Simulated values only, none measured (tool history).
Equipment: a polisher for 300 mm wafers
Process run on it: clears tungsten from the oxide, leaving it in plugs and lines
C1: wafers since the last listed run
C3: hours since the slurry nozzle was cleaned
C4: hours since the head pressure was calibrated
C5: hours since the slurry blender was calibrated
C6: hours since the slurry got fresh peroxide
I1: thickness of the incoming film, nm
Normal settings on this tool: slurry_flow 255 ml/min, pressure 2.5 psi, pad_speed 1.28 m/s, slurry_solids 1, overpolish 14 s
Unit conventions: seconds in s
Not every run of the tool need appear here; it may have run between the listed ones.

{"run": 1, "hour": 0.0, "slurry_flow": 295, "pressure": 2, "pad_speed": 1.28, "slurry_solids": 1, "overpolish": 14, "C1": 0, "wafers polished on this pad": 1546, "C3": 260.9, "C4": 854.1, "C5": 103.8, "C6": 370.4, "I1": 462.8, "seconds": 148}
{"run": 2, "hour": 39.3, "slurry_flow": 255, "pressure": 2.5, "pad_speed": 1.28, "slurry_solids": 1, "overpolish": 14, "C1": 237, "wafers polished on this pad": 1784, "C3": 300.2, "C4": 893.4, "C5": 143.1, "C6": 409.7, "I1": 451.9, "seconds": 116.4}
{"hour": 63.7, "done": "slurry tank refilled with fresh slurry and peroxide"}
{"run": 3, "hour": 94.0, "slurry_flow": 255, "pressure": 2.5, "pad_speed": 1.28, "slurry_solids": 1, "overpolish": 14, "C1": 324, "wafers polished on this pad": 2108, "C3": 354.9, "C4": 948.1, "C5": 197.8, "C6": 30.3, "I1": 459.2, "seconds": 121.4}
{"hour": 122.4, "done": "worn pad replaced by a new one"}
{"run": 4, "hour": 160.1, "slurry_flow": 255, "pressure": 2.8, "pad_speed": 1.28, "slurry_solids": 1, "overpolish": 14, "C1": 375, "wafers polished on this pad": 228, "C3": 421, "C4": 1014.2, "C5": 263.9, "C6": 96.4, "I1": 462.2, "seconds": 108.8}
{"run": 5, "hour": 199.6, "slurry_flow": 255, "pressure": 2.8, "pad_speed": 1.28, "slurry_solids": 1, "overpolish": 14, "C1": 238, "wafers polished on this pad": 466, "C3": 460.5, "C4": 1053.7, "C5": 303.4, "C6": 135.9, "I1": 457.1, "seconds": 108}
{"hour": 233.0, "done": "slurry nozzle cleaned"}
{"run": 6, "hour": 260.4, "slurry_flow": 255, "pressure": 2.5, "pad_speed": 0.86, "slurry_solids": 1, "overpolish": 14, "C1": 361, "wafers polished on this pad": 828, "C3": 27.4, "C4": 1114.5, "C5": 364.2, "C6": 196.7, "I1": 457.3, "seconds": 182.9}
{"run": 7, "hour": 286.3, "slurry_flow": 195, "pressure": 2.8, "pad_speed": 1.28, "slurry_solids": 1, "overpolish": 11, "C1": 156, "wafers polished on this pad": 985, "C3": 53.3, "C4": 1140.4, "C5": 390.1, "C6": 222.6, "I1": 463.8, "seconds": 116.3}
{"run": 8, "hour": 319.7, "slurry_flow": 255, "pressure": 1.7, "pad_speed": 1.4, "slurry_solids": 1, "overpolish": 14, "C1": 201, "wafers polished on this pad": 1187, "C3": 86.7, "C4": 1173.8, "C5": 423.5, "C6": 256, "I1": 455.1, "seconds": 167.5}
{"hour": 337.4, "done": "head pressure recalibrated"}
{"hour": 348.3, "done": "slurry blender recalibrated"}
{"run": 9, "hour": 374.4, "slurry_flow": 255, "pressure": 2.5, "pad_speed": 1.28, "slurry_solids": 0.75, "overpolish": 14, "C1": 306, "wafers polished on this pad": 1493, "C3": 141.4, "C4": 37, "C5": 26.1, "C6": 310.7, "I1": 456.9, "seconds": 131.2}
{"run": 10, "hour": 435.4, "slurry_flow": 190, "pressure": 2.5, "pad_speed": 1.28, "slurry_solids": 1, "overpolish": 14, "C1": 368, "wafers polished on this pad": 1862, "C3": 202.4, "C4": 98, "C5": 87.1, "C6": 371.7, "I1": 456.9, "seconds": 122.1}
{"hour": 503.3, "done": "worn pad replaced by a new one"}
{"run": 11, "hour": 503.6, "slurry_flow": 255, "pressure": 2.5, "pad_speed": 1.28, "slurry_solids": 1, "overpolish": 14, "C1": 388, "wafers polished on this pad": 1, "C3": 270.6, "C4": 166.2, "C5": 155.3, "C6": 439.9, "I1": 458.7, "seconds": 120.7}
{"hour": 523.6, "done": "slurry tank refilled with fresh slurry and peroxide"}
{"run": 12, "hour": 573.5, "slurry_flow": 255, "pressure": 2.5, "pad_speed": 1.28, "slurry_solids": 1.1, "overpolish": 11, "C1": 416, "wafers polished on this pad": 418, "C3": 340.5, "C4": 236.1, "C5": 225.2, "C6": 49.9, "I1": 460.8, "seconds": 117.2}
{"hour": 650.3, "done": "slurry nozzle cleaned"}
{"run": 13, "hour": 755.9, "slurry_flow": 255, "pressure": 2.5, "pad_speed": 0.92, "slurry_solids": 1, "overpolish": 14, "C1": 1097, "wafers polished on this pad": 1515, "C3": 105.6, "C4": 418.5, "C5": 407.6, "C6": 232.3, "I1": 459.4, "seconds": 174.3}
{"hour": 773.7, "done": "slurry blender recalibrated"}
{"run": 14, "hour": 784.3, "slurry_flow": 255, "pressure": 2.5, "pad_speed": 1.28, "slurry_solids": 1, "overpolish": 14, "C1": 159, "wafers polished on this pad": 1675, "C3": 134, "C4": 446.9, "C5": 10.6, "C6": 260.7, "I1": 462, "seconds": 120.1}
{"run": 15, "hour": 815.1, "slurry_flow": 340, "pressure": 2.5, "pad_speed": 1.28, "slurry_solids": 1, "overpolish": 14, "C1": 186, "wafers polished on this pad": 1861, "C3": 164.8, "C4": 477.7, "C5": 41.4, "C6": 291.5, "I1": 460.2, "seconds": 114.9}
{"run": 16, "hour": 860.3, "slurry_flow": 290, "pressure": 2.5, "pad_speed": 1, "slurry_solids": 0.85, "overpolish": 16, "C1": 273, "wafers polished on this pad": 2135, "C3": 210, "C4": 522.9, "C5": 86.6, "C6": 336.7, "I1": 458.8, "seconds": 155.8}
{"run": 17, "hour": 895.3, "slurry_flow": 255, "pressure": 3.2, "pad_speed": 1.28, "slurry_solids": 0.7, "overpolish": 14, "C1": 211, "wafers polished on this pad": 2346, "C3": 245, "C4": 557.9, "C5": 121.6, "C6": 371.7, "I1": 454.3, "seconds": 102}
{"hour": 921.0, "done": "slurry tank refilled with fresh slurry and peroxide"}
{"run": 18, "hour": 945.2, "slurry_flow": 255, "pressure": 2.5, "pad_speed": 1.28, "slurry_solids": 1.1, "overpolish": 14, "C1": 295, "wafers polished on this pad": 2642, "C3": 294.9, "C4": 607.8, "C5": 171.5, "C6": 24.2, "I1": 457.9, "seconds": 117.5}
{"run": 19, "hour": 977.2, "slurry_flow": 255, "pressure": 2.5, "pad_speed": 1.28, "slurry_solids": 0.75, "overpolish": 18, "C1": 193, "wafers polished on this pad": 2835, "C3": 326.9, "C4": 639.8, "C5": 203.5, "C6": 56.2, "I1": 458.7, "seconds": 134.2}
{"hour": 988.8, "done": "worn pad replaced by a new one"}
{"run": 20, "hour": 1016.4, "slurry_flow": 170, "pressure": 2.5, "pad_speed": 1.28, "slurry_solids": 1, "overpolish": 14, "C1": 212, "wafers polished on this pad": 167, "C3": 366.1, "C4": 679, "C5": 242.7, "C6": 95.4, "I1": 455.5, "seconds": 127.2}
{"hour": 1073.9, "done": "slurry nozzle cleaned"}
{"run": 21, "hour": 1082.8, "slurry_flow": 255, "pressure": 1.6, "pad_speed": 1.44, "slurry_solids": 1, "overpolish": 21, "C1": 395, "wafers polished on this pad": 562, "C3": 8.9, "C4": 745.4, "C5": 309.1, "C6": 161.8, "I1": 468.8, "seconds": 175.4}
{"run": 22, "hour": 1112.5, "slurry_flow": 335, "pressure": 3.1, "pad_speed": 1.54, "slurry_solids": 1, "overpolish": 18, "C1": 179, "wafers polished on this pad": 742, "C3": 38.6, "C4": 775.1, "C5": 338.8, "C6": 191.5, "I1": 458.5, "seconds": 80.6}
{"run": 23, "hour": 1147.9, "slurry_flow": 255, "pressure": 2.5, "pad_speed": 1.28, "slurry_solids": 1, "overpolish": 14, "C1": 214, "wafers polished on this pad": 956, "C3": 74, "C4": 810.5, "C5": 374.2, "C6": 226.9, "I1": 462.6, "seconds": 127.7}
{"run": 24, "hour": 1182.4, "slurry_flow": 255, "pressure": 2.5, "pad_speed": 1.28, "slurry_solids": 1, "overpolish": 14, "C1": 208, "wafers polished on this pad": 1165, "C3": 108.5, "C4": 845, "C5": 408.7, "C6": 261.4, "I1": 463.4, "seconds": 126.4}
{"run": 25, "hour": 1243.0, "slurry_flow": 255, "pressure": 1.7, "pad_speed": 0.92, "slurry_solids": 1, "overpolish": 14, "C1": 366, "wafers polished on this pad": 1531, "C3": 169.1, "C4": 905.6, "C5": 469.3, "C6": 322, "I1": 454.3, "seconds": 254}

Forecast each of these 5 alternatives for the next run:
{"run": "A", "hour": 1243.5, "slurry_flow": 255, "pressure": 2.5, "pad_speed": 1.28, "slurry_solids": 1, "overpolish": 14, "C1": 3, "wafers polished on this pad": 1534, "C3": 169.6, "C4": 906.1, "C5": 469.8, "C6": 322.5, "I1": 455, "seconds": "?"}
{"run": "B", "hour": 1243.5, "slurry_flow": 255, "pressure": 2.5, "pad_speed": 1.16, "slurry_solids": 1.25, "overpolish": 18, "C1": 3, "wafers polished on this pad": 1534, "C3": 169.6, "C4": 906.1, "C5": 469.8, "C6": 322.5, "I1": 455, "seconds": "?"}
{"run": "C", "hour": 1243.5, "slurry_flow": 175, "pressure": 3.2, "pad_speed": 1.08, "slurry_solids": 1.2, "overpolish": 14, "C1": 3, "wafers polished on this pad": 1534, "C3": 169.6, "C4": 906.1, "C5": 469.8, "C6": 322.5, "I1": 455, "seconds": "?"}
{"run": "D", "hour": 1243.5, "slurry_flow": 330, "pressure": 2.5, "pad_speed": 1.28, "slurry_solids": 0.9, "overpolish": 14, "C1": 3, "wafers polished on this pad": 1534, "C3": 169.6, "C4": 906.1, "C5": 469.8, "C6": 322.5, "I1": 455, "seconds": "?"}
{"run": "E", "hour": 1243.5, "slurry_flow": 255, "pressure": 2.5, "pad_speed": 1.28, "slurry_solids": 1.2, "overpolish": 14, "C1": 3, "wafers polished on this pad": 1534, "C3": 169.6, "C4": 906.1, "C5": 469.8, "C6": 322.5, "I1": 455, "seconds": "?"}

run=A seconds=127.8
run=B seconds=131.6
run=C seconds=118
run=D seconds=128.9
run=E seconds=120.7
What these runs would have given with no unlogged condition in the tool:
run=A seconds=118.1
run=B seconds=121.3
run=C seconds=108.8
run=D seconds=119.3
run=E seconds=111.3
